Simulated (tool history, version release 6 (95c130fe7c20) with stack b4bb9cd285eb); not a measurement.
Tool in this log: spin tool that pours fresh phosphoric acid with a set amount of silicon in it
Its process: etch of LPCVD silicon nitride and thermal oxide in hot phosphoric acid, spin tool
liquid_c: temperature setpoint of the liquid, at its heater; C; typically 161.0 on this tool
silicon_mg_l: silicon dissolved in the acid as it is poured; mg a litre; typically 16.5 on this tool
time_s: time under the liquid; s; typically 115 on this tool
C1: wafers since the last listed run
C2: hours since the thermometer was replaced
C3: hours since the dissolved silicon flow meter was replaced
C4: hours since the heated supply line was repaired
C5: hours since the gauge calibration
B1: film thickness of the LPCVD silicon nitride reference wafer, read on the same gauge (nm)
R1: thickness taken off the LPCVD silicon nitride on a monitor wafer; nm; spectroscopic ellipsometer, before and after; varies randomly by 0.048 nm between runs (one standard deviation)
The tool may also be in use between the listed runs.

{"run": 1, "hour": 0.0, "liquid_c": 161.0, "silicon_mg_l": 16.5, "time_s": 155, "C1": 0, "C2": 65.4, "C3": 1252.2, "C4": 1869.3, "C5": 960.2, "B1": 60.01, "R1": 13.94}
{"run": 2, "hour": 96.6, "liquid_c": 161.0, "silicon_mg_l": 16.5, "time_s": 155, "C1": 927, "C2": 162.0, "C3": 1348.8, "C4": 1965.9, "C5": 1056.8, "B1": 60.01, "R1": 13.96}
{"run": 3, "hour": 197.2, "liquid_c": 161.0, "silicon_mg_l": 16.5, "time_s": 115, "C1": 965, "C2": 262.6, "C3": 1449.4, "C4": 2066.5, "C5": 1157.4, "B1": 60.01, "R1": 10.38}
{"run": 4, "hour": 277.7, "liquid_c": 161.0, "silicon_mg_l": 16.5, "time_s": 115, "C1": 772, "C2": 343.1, "C3": 1529.9, "C4": 2147.0, "C5": 1237.9, "B1": 60.06, "R1": 10.41}
{"hour": 334.9, "done": "dissolved silicon flow meter replaced"}
{"run": 5, "hour": 341.2, "liquid_c": 161.0, "silicon_mg_l": 16.5, "time_s": 115, "C1": 600, "C2": 406.6, "C3": 6.3, "C4": 2210.5, "C5": 1301.4, "B1": 60.05, "R1": 10.34}
{"run": 6, "hour": 397.3, "liquid_c": 160.0, "silicon_mg_l": 26.5, "time_s": 135, "C1": 538, "C2": 462.7, "C3": 62.4, "C4": 2266.6, "C5": 1357.5, "B1": 60.04, "R1": 11.76}
{"run": 7, "hour": 438.0, "liquid_c": 161.0, "silicon_mg_l": 12.0, "time_s": 115, "C1": 390, "C2": 503.4, "C3": 103.1, "C4": 2307.3, "C5": 1398.2, "B1": 59.94, "R1": 10.3}
{"run": 8, "hour": 488.8, "liquid_c": 161.0, "silicon_mg_l": 24.5, "time_s": 115, "C1": 487, "C2": 554.2, "C3": 153.9, "C4": 2358.1, "C5": 1449.0, "B1": 59.98, "R1": 10.36}
{"hour": 500.3, "done": "heated supply line repaired"}
{"run": 9, "hour": 563.8, "liquid_c": 161.0, "silicon_mg_l": 16.5, "time_s": 115, "C1": 710, "C2": 629.2, "C3": 228.9, "C4": 63.5, "C5": 1524.0, "B1": 59.95, "R1": 10.87}
{"run": 10, "hour": 661.7, "liquid_c": 162.0, "silicon_mg_l": 5.0, "time_s": 180, "C1": 939, "C2": 727.1, "C3": 326.8, "C4": 161.4, "C5": 1621.9, "B1": 60.02, "R1": 17.4}
{"run": 11, "hour": 763.1, "liquid_c": 161.0, "silicon_mg_l": 16.5, "time_s": 115, "C1": 973, "C2": 828.5, "C3": 428.2, "C4": 262.8, "C5": 1723.3, "B1": 59.96, "R1": 10.83}
{"run": 12, "hour": 831.0, "liquid_c": 158.5, "silicon_mg_l": 4.0, "time_s": 115, "C1": 651, "C2": 896.4, "C3": 496.1, "C4": 330.7, "C5": 1791.2, "B1": 59.97, "R1": 9.97}
{"hour": 907.6, "done": "gauge calibrated"}
{"run": 13, "hour": 917.8, "liquid_c": 159.5, "silicon_mg_l": 4.0, "time_s": 140, "C1": 833, "C2": 983.2, "C3": 582.9, "C4": 417.5, "C5": 10.2, "B1": 60.03, "R1": 12.49}
{"run": 14, "hour": 1008.7, "liquid_c": 159.5, "silicon_mg_l": 9.5, "time_s": 115, "C1": 872, "C2": 1074.1, "C3": 673.8, "C4": 508.4, "C5": 101.1, "B1": 60.0, "R1": 10.22}
{"run": 15, "hour": 1052.2, "liquid_c": 161.0, "silicon_mg_l": 22.0, "time_s": 180, "C1": 417, "C2": 1117.6, "C3": 717.3, "C4": 551.9, "C5": 144.6, "B1": 59.98, "R1": 16.94}
{"run": 16, "hour": 1133.0, "liquid_c": 161.0, "silicon_mg_l": 16.5, "time_s": 155, "C1": 775, "C2": 1198.4, "C3": 798.1, "C4": 632.7, "C5": 225.4, "B1": 60.01, "R1": 14.44}
{"run": 17, "hour": 1217.4, "liquid_c": 161.0, "silicon_mg_l": 16.5, "time_s": 115, "C1": 810, "C2": 1282.8, "C3": 882.5, "C4": 717.1, "C5": 309.8, "B1": 60.06, "R1": 10.7}
{"run": 18, "hour": 1255.5, "liquid_c": 163.5, "silicon_mg_l": 28.5, "time_s": 150, "C1": 365, "C2": 1320.9, "C3": 920.6, "C4": 755.2, "C5": 347.9, "B1": 60.04, "R1": 15.16}
{"run": 19, "hour": 1323.7, "liquid_c": 158.5, "silicon_mg_l": 4.0, "time_s": 115, "C1": 654, "C2": 1389.1, "C3": 988.8, "C4": 823.4, "C5": 416.1, "B1": 60.0, "R1": 9.81}
{"run": 20, "hour": 1395.8, "liquid_c": 160.0, "silicon_mg_l": 21.5, "time_s": 140, "C1": 692, "C2": 1461.2, "C3": 1060.9, "C4": 895.5, "C5": 488.2, "B1": 60.01, "R1": 12.55}
{"run": 21, "hour": 1499.7, "liquid_c": 161.0, "silicon_mg_l": 16.5, "time_s": 115, "C1": 997, "C2": 1565.1, "C3": 1164.8, "C4": 999.4, "C5": 592.1, "B1": 60.01, "R1": 10.68}
{"run": 22, "hour": 1551.4, "liquid_c": 161.0, "silicon_mg_l": 16.5, "time_s": 150, "C1": 496, "C2": 1616.8, "C3": 1216.5, "C4": 1051.1, "C5": 643.8, "B1": 59.98, "R1": 14.09}
{"run": 23, "hour": 1587.9, "liquid_c": 161.0, "silicon_mg_l": 16.5, "time_s": 155, "C1": 350, "C2": 1653.3, "C3": 1253.0, "C4": 1087.6, "C5": 680.3, "B1": 60.03, "R1": 14.53}

Hidden state, per run?
dissolved silicon flow below the setpoint (%): 0 across all the runs
gauge reads high (%): 0 across all the runs
H1: liquid hotter than its thermometer reads (K)
H2: temperature lost on the way to the wafer (K)
run=1 H1=0.075 H2=1.22
run=2 H1=0.103 H2=1.28
run=3 H1=0.133 H2=1.33
run=4 H1=0.156 H2=1.38
run=5 H1=0.175 H2=1.41
run=6 H1=0.191 H2=1.45
run=7 H1=0.203 H2=1.47
run=8 H1=0.218 H2=1.5
run=9 H1=0.24 H2=0.146
run=10 H1=0.269 H2=0.201
run=11 H1=0.298 H2=0.258
run=12 H1=0.318 H2=0.296
run=13 H1=0.344 H2=0.344
run=14 H1=0.37 H2=0.395
run=15 H1=0.383 H2=0.42
run=16 H1=0.407 H2=0.465
run=17 H1=0.432 H2=0.512
run=18 H1=0.443 H2=0.533
run=19 H1=0.463 H2=0.571
run=20 H1=0.484 H2=0.612
run=21 H1=0.514 H2=0.67
run=22 H1=0.529 H2=0.699
run=23 H1=0.54 H2=0.719
